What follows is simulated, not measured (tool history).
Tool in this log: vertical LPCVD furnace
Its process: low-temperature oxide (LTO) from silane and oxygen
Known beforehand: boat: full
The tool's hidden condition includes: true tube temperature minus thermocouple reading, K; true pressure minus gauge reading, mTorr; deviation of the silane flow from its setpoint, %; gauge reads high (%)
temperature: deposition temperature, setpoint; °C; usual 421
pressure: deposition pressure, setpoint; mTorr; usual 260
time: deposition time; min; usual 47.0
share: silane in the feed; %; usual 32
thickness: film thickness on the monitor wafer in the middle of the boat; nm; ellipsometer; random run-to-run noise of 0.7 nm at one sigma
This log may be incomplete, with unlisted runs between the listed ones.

run     day  temperature  pressure  time  share  wafers since the last listed run  hours since the last temperature calibration  hours since the pressure gauge was zeroed  hours since the silane flow controller was replaced  hours since the gauge calibration  read-back reference wafer on the same gauge, thickness  thickness
  1   0.000          421       260  47.0     32                                 0                                        4355.9                                     2891.2                                               2291.3                               54.7                                                  556.91     492.66
  2   0.462          421       260  47.0     32                               126                                        4367.0                                     2902.3                                               2302.4                               65.8                                                  557.13     493.27
  3   0.862          421       260  47.0     32                               109                                        4376.6                                     2911.9                                               2312.0                               75.4                                                  557.20     493.96
  4   1.371          421       260  47.0     32                               139                                        4388.8                                     2924.1                                               2324.2                               87.6                                                  557.00     492.30
  5   2.504          421       260  47.0     32                               311                                        4416.0                                     2951.3                                               2351.4                              114.8                                                  556.94     493.64
  6   3.238          429       260  47.0     32                               201                                        4433.6                                     2968.9                                               2369.0                              132.4                                                  557.05     537.13
  7   3.642          429       260  47.0     32                               110                                        4443.3                                     2978.6                                               2378.7                              142.1                                                  556.83     537.60
  8   4.417          429       260  47.0     32                               212                                        4461.9                                     2997.2                                               2397.3                              160.7                                                  556.94     538.19
      5.758  -- silane flow controller replaced
      6.233  -- pressure gauge zeroed
  9   6.254          421       240  47.0     32                                99                                        4506.0                                        0.5                                                 11.9                              204.8                                                  556.73     432.44
 10   6.450          421       240  47.0     32                                53                                        4510.7                                        5.2                                                 16.6                              209.5                                                  556.96     431.59
 11   6.650          421       260  47.0     36                                54                                        4515.5                                       10.0                                                 21.4                              214.3                                                  556.87     545.32
 12   6.846          421       260  47.0     32                                53                                        4520.2                                       14.7                                                 26.1                              219.0                                                  557.24     467.94
 13   7.588          421       225  41.5     32                               203                                        4538.0                                       32.5                                                 43.9                              236.8                                                  556.99     359.00
      8.750  -- thermocouples replaced and temperature profile calibrated
 14   8.771          421       215  56.5     35                                50                                           0.5                                       60.9                                                 72.3                              265.2                                                  556.87     527.56
 15   8.967          416       260  47.0     32                                53                                           5.2                                       65.6                                                 77.0                              269.9                                                  557.16     444.52
 16   9.258          415       300  47.0     32                                80                                          12.2                                       72.6                                                 84.0                              276.9                                                  557.03     508.24
      9.650  -- gauge calibrated
 17  10.054          432       215  47.0     32                               218                                          31.3                                       91.7                                                103.1                                9.7                                                  556.68     437.45
 18  10.383          430       260  47.0     32                                90                                          39.2                                       99.6                                                111.0                               17.6                                                  557.01     518.44
 19  10.854          421       260  47.0     32                               129                                          50.5                                      110.9                                                122.3                               28.9                                                  556.84     469.72
 20  11.358          421       260  37.0     32                               138                                          62.6                                      123.0                                                134.4                               41.0                                                  556.92     370.87
 21  11.771          429       260  47.0     32                               113                                          72.5                                      132.9                                                144.3                               50.9                                                  557.28     513.16
 22  12.117          421       260  47.0     32                                94                                          80.8                                      141.2                                                152.6                               59.2                                                  556.67     471.27
 23  12.812          421       320  47.0     32                               190                                          97.5                                      157.9                                                169.3                               75.9                                                  556.93     579.58

Predict each of these 3 candidate next runs independently; none follows another, all start after run 23:
  A  13.012          421       260  47.0     32                                54                                         102.3                                      162.7                                                174.1                               80.7                                                       ?          ?
  B  13.012          410       235  55.5     32                                54                                         102.3                                      162.7                                                174.1                               80.7                                                       ?          ?
  C  13.012          416       260  47.0     27                                54                                         102.3                                      162.7                                                174.1                               80.7                                                       ?          ?

run  read-back reference wafer on the same gauge, thickness  thickness
  A                                                  556.89     471.86
  B                                                  556.89     446.43
  C                                                  556.89     350.17
With no hidden state in the tool, these same runs would have given:
run  thickness
  A     467.20
  B     441.55
  C     346.71
